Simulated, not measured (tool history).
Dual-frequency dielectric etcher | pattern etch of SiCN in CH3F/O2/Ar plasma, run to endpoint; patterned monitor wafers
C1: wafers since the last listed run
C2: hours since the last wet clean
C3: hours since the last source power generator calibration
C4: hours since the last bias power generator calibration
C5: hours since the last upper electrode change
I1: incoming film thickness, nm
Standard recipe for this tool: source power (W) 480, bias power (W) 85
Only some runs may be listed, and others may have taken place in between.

{"run": 1, "hour": 0.0, "source power (W)": 480, "bias power (W)": 100, "C1": 0, "C2": 197.7, "C3": 1300.5, "C4": 2908.8, "C5": 2751.1, "I1": 11.65, "endpoint time (s)": 26.4}
{"run": 2, "hour": 68.0, "source power (W)": 480, "bias power (W)": 100, "C1": 1074, "C2": 265.7, "C3": 1368.5, "C4": 2976.8, "C5": 2819.1, "I1": 11.84, "endpoint time (s)": 27.1}
{"run": 3, "hour": 99.3, "source power (W)": 480, "bias power (W)": 85, "C1": 494, "C2": 297, "C3": 1399.8, "C4": 3008.1, "C5": 2850.4, "I1": 11.75, "endpoint time (s)": 29.5}
{"run": 4, "hour": 133.9, "source power (W)": 480, "bias power (W)": 85, "C1": 546, "C2": 331.6, "C3": 1434.4, "C4": 3042.7, "C5": 2885, "I1": 11.76, "endpoint time (s)": 29.6}
{"hour": 179.5, "done": "wet clean of the chamber"}
{"run": 5, "hour": 180.0, "source power (W)": 480, "bias power (W)": 85, "C1": 349, "C2": 0.5, "C3": 1480.5, "C4": 3088.8, "C5": 2931.1, "I1": 11.63, "endpoint time (s)": 28.6}
{"run": 6, "hour": 214.3, "source power (W)": 480, "bias power (W)": 85, "C1": 541, "C2": 34.8, "C3": 1514.8, "C4": 3123.1, "C5": 2965.4, "I1": 11.78, "endpoint time (s)": 29.3}
{"run": 7, "hour": 261.4, "source power (W)": 480, "bias power (W)": 85, "C1": 744, "C2": 81.9, "C3": 1561.9, "C4": 3170.2, "C5": 3012.5, "I1": 11.65, "endpoint time (s)": 28.7}
{"run": 8, "hour": 326.8, "source power (W)": 480, "bias power (W)": 85, "C1": 1033, "C2": 147.3, "C3": 1627.3, "C4": 3235.6, "C5": 3077.9, "I1": 11.66, "endpoint time (s)": 28.9}
{"run": 9, "hour": 378.9, "source power (W)": 480, "bias power (W)": 85, "C1": 823, "C2": 199.4, "C3": 1679.4, "C4": 3287.7, "C5": 3130, "I1": 11.71, "endpoint time (s)": 29.2}
{"run": 10, "hour": 435.3, "source power (W)": 480, "bias power (W)": 85, "C1": 891, "C2": 255.8, "C3": 1735.8, "C4": 3344.1, "C5": 3186.4, "I1": 11.77, "endpoint time (s)": 29.5}
{"hour": 499.2, "done": "wet clean of the chamber"}
{"run": 11, "hour": 499.7, "source power (W)": 550, "bias power (W)": 85, "C1": 638, "C2": 0.5, "C3": 1800.2, "C4": 3408.5, "C5": 3250.8, "I1": 11.7, "endpoint time (s)": 26.6}
{"run": 12, "hour": 595.9, "source power (W)": 550, "bias power (W)": 85, "C1": 1519, "C2": 96.7, "C3": 1896.4, "C4": 3504.7, "C5": 3347, "I1": 11.67, "endpoint time (s)": 26.7}
{"run": 13, "hour": 657.7, "source power (W)": 550, "bias power (W)": 85, "C1": 976, "C2": 158.5, "C3": 1958.2, "C4": 3566.5, "C5": 3408.8, "I1": 11.6, "endpoint time (s)": 26.6}
{"run": 14, "hour": 686.5, "source power (W)": 480, "bias power (W)": 85, "C1": 454, "C2": 187.3, "C3": 1987, "C4": 3595.3, "C5": 3437.6, "I1": 11.68, "endpoint time (s)": 28.3}
{"hour": 722.3, "done": "bias power generator calibrated"}
{"run": 15, "hour": 722.8, "source power (W)": 420, "bias power (W)": 85, "C1": 510, "C2": 223.6, "C3": 2023.3, "C4": 0.5, "C5": 3473.9, "I1": 11.62, "endpoint time (s)": 29.5}
{"run": 16, "hour": 759.7, "source power (W)": 420, "bias power (W)": 85, "C1": 582, "C2": 260.5, "C3": 2060.2, "C4": 37.4, "C5": 3510.8, "I1": 11.82, "endpoint time (s)": 30.4}
{"hour": 790.0, "done": "source power generator calibrated"}
{"hour": 825.7, "done": "wet clean of the chamber, repeated, since the last time left the tool worse"}
{"run": 17, "hour": 826.2, "source power (W)": 480, "bias power (W)": 98, "C1": 608, "C2": 0.5, "C3": 36.2, "C4": 103.9, "C5": 3577.3, "I1": 11.78, "endpoint time (s)": 26.8}
{"run": 18, "hour": 877.2, "source power (W)": 400, "bias power (W)": 69, "C1": 805, "C2": 51.5, "C3": 87.2, "C4": 154.9, "C5": 3628.3, "I1": 11.63, "endpoint time (s)": 35}
{"run": 19, "hour": 940.8, "source power (W)": 510, "bias power (W)": 78, "C1": 1004, "C2": 115.1, "C3": 150.8, "C4": 218.5, "C5": 3691.9, "I1": 11.64, "endpoint time (s)": 29.8}
{"run": 20, "hour": 1000.6, "source power (W)": 590, "bias power (W)": 85, "C1": 944, "C2": 174.9, "C3": 210.6, "C4": 278.3, "C5": 3751.7, "I1": 11.75, "endpoint time (s)": 27}
{"hour": 1051.6, "done": "upper electrode replaced"}
{"run": 21, "hour": 1052.1, "source power (W)": 480, "bias power (W)": 85, "C1": 434, "C2": 226.4, "C3": 262.1, "C4": 329.8, "C5": 0.5, "I1": 11.72, "endpoint time (s)": 29.2}
{"run": 22, "hour": 1092.9, "source power (W)": 480, "bias power (W)": 85, "C1": 644, "C2": 267.2, "C3": 302.9, "C4": 370.6, "C5": 41.3, "I1": 11.71, "endpoint time (s)": 29.4}
{"hour": 1137.2, "done": "wet clean of the chamber"}
{"run": 23, "hour": 1139.2, "source power (W)": 440, "bias power (W)": 85, "C1": 352, "C2": 2, "C3": 349.2, "C4": 416.9, "C5": 87.6, "I1": 11.63, "endpoint time (s)": 29.6}
{"run": 24, "hour": 1172.7, "source power (W)": 480, "bias power (W)": 91, "C1": 529, "C2": 35.5, "C3": 382.7, "C4": 450.4, "C5": 121.1, "I1": 11.64, "endpoint time (s)": 27.7}
{"run": 25, "hour": 1202.2, "source power (W)": 540, "bias power (W)": 85, "C1": 466, "C2": 65, "C3": 412.2, "C4": 479.9, "C5": 150.6, "I1": 11.77, "endpoint time (s)": 27.9}
{"run": 26, "hour": 1255.9, "source power (W)": 480, "bias power (W)": 85, "C1": 848, "C2": 118.7, "C3": 465.9, "C4": 533.6, "C5": 204.3, "I1": 11.65, "endpoint time (s)": 28.8}
{"run": 27, "hour": 1314.0, "source power (W)": 480, "bias power (W)": 85, "C1": 917, "C2": 176.8, "C3": 524, "C4": 591.7, "C5": 262.4, "I1": 11.75, "endpoint time (s)": 29.2}
{"run": 28, "hour": 1348.1, "source power (W)": 450, "bias power (W)": 71, "C1": 538, "C2": 210.9, "C3": 558.1, "C4": 625.8, "C5": 296.5, "I1": 11.57, "endpoint time (s)": 32.8}
{"run": 29, "hour": 1395.3, "source power (W)": 370, "bias power (W)": 78, "C1": 745, "C2": 258.1, "C3": 605.3, "C4": 673, "C5": 343.7, "I1": 11.67, "endpoint time (s)": 33.8}
{"run": 30, "hour": 1456.5, "source power (W)": 360, "bias power (W)": 91, "C1": 966, "C2": 319.3, "C3": 666.5, "C4": 734.2, "C5": 404.9, "I1": 11.62, "endpoint time (s)": 31.4}
{"hour": 1504.7, "done": "wet clean of the chamber"}
{"run": 31, "hour": 1505.2, "source power (W)": 480, "bias power (W)": 103, "C1": 390, "C2": 0.5, "C3": 715.2, "C4": 782.9, "C5": 453.6, "I1": 11.76, "endpoint time (s)": 26.2}
{"run": 32, "hour": 1542.5, "source power (W)": 360, "bias power (W)": 104, "C1": 589, "C2": 37.8, "C3": 752.5, "C4": 820.2, "C5": 490.9, "I1": 11.56, "endpoint time (s)": 28.7}

Exercise: give the hidden state of the tool at every run:
source power that arrives over what is set, %: 0 in every run
bias power that arrives over what is set, %: 0 in every run
H1: etch rate over this chamber's usual, %
run=1 H1=-1.15
run=2 H1=-1.49
run=3 H1=-1.65
run=4 H1=-1.82
run=5 H1=-0.112
run=6 H1=-0.282
run=7 H1=-0.516
run=8 H1=-0.841
run=9 H1=-1.1
run=10 H1=-1.38
run=11 H1=2.79
run=12 H1=2.31
run=13 H1=2.01
run=14 H1=1.86
run=15 H1=1.68
run=16 H1=1.5
run=17 H1=0.051
run=18 H1=-0.202
run=19 H1=-0.518
run=20 H1=-0.815
run=21 H1=-1.07
run=22 H1=-1.27
run=23 H1=-0.0623
run=24 H1=-0.229
run=25 H1=-0.375
run=26 H1=-0.642
run=27 H1=-0.931
run=28 H1=-1.1
run=29 H1=-1.33
run=30 H1=-1.64
run=31 H1=-0.187
run=32 H1=-0.373
